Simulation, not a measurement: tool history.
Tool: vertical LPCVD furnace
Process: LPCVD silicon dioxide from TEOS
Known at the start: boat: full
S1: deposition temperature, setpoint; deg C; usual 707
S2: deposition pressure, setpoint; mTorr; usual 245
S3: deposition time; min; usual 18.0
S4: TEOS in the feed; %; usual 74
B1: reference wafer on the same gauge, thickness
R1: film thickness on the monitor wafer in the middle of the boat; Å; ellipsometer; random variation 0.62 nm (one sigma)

run    hour   S1   S2    S3  S4      B1      R1
  1     0.0  707  245  18.0  74  147.98  1419.0
  2    57.2  707  245  18.0  74  148.12  1418.6
  3    81.5  707  245  18.0  67  148.22  1350.4
  4   106.5  707  275  18.0  74  148.15  1515.5
  5   156.8  707  275  18.0  74  147.99  1491.2
  6   192.6  707  275  18.0  74  148.02  1502.4
  7   253.3  707  245  18.0  74  147.68  1418.8
  8   397.6  707  245  18.0  74  148.36  1413.2
  9   427.9  707  245  18.0  74  148.20  1412.8
      563.1  -- gauge calibrated
 10   600.8  707  245  18.0  74  147.97  1429.6
      652.3  -- pressure gauge zeroed
 11   652.8  707  245  18.0  74  148.06  1426.1
 12   687.8  707  245  15.5  74  148.00  1230.3
 13   747.3  707  245  15.5  74  148.19  1227.3
 14   785.2  707  245  18.0  71  148.09  1403.7
 15   811.5  707  245  18.0  74  147.94  1432.9
 16   883.2  703  245  18.0  74  148.11  1302.9
 17   930.0  718  210  11.5  62  148.09   994.1
      973.3  -- thermocouples replaced and temperature profile calibrated
      991.6  -- TEOS flow controller replaced
 18  1013.8  707  245  18.0  74  147.94  1379.2
 19  1062.6  707  245  18.0  84  148.01  1465.6
 20  1112.3  707  245  18.0  85  148.13  1483.0
 21  1165.4  710  305  18.0  84  148.06  1748.7
 22  1225.0  696  195  18.0  60  147.83   856.0
 23  1308.0  707  245  18.0  74  147.80  1385.4
 24  1343.8  698  205  18.0  66  147.74   963.2
 25  1391.3  699  245  18.0  74  148.14  1153.9
     1450.7  -- gauge calibrated
 26  1460.5  702  275  16.0  74  147.96  1152.9
 27  1516.2  714  245  25.0  74  147.91  2252.3
 28  1579.2  707  245  14.5  74  148.19  1111.7
 29  1603.9  707  245  20.0  74  147.71  1546.9

3 ways to go on from here, each from the tool as it stands after run 29. What would each give?
  A  1607.9  707  245  18.0  74   ?   ?
  B  1607.9  707  245  13.0  74   ?   ?
  C  1607.9  707  245  11.5  74   ?   ?

run      B1      R1
  A  147.92  1384.4
  B  147.92   999.8
  C  147.92   884.5
Without the tool's hidden state the same runs would have given:
run      R1
  A  1369.2
  B   988.9
  C   874.8
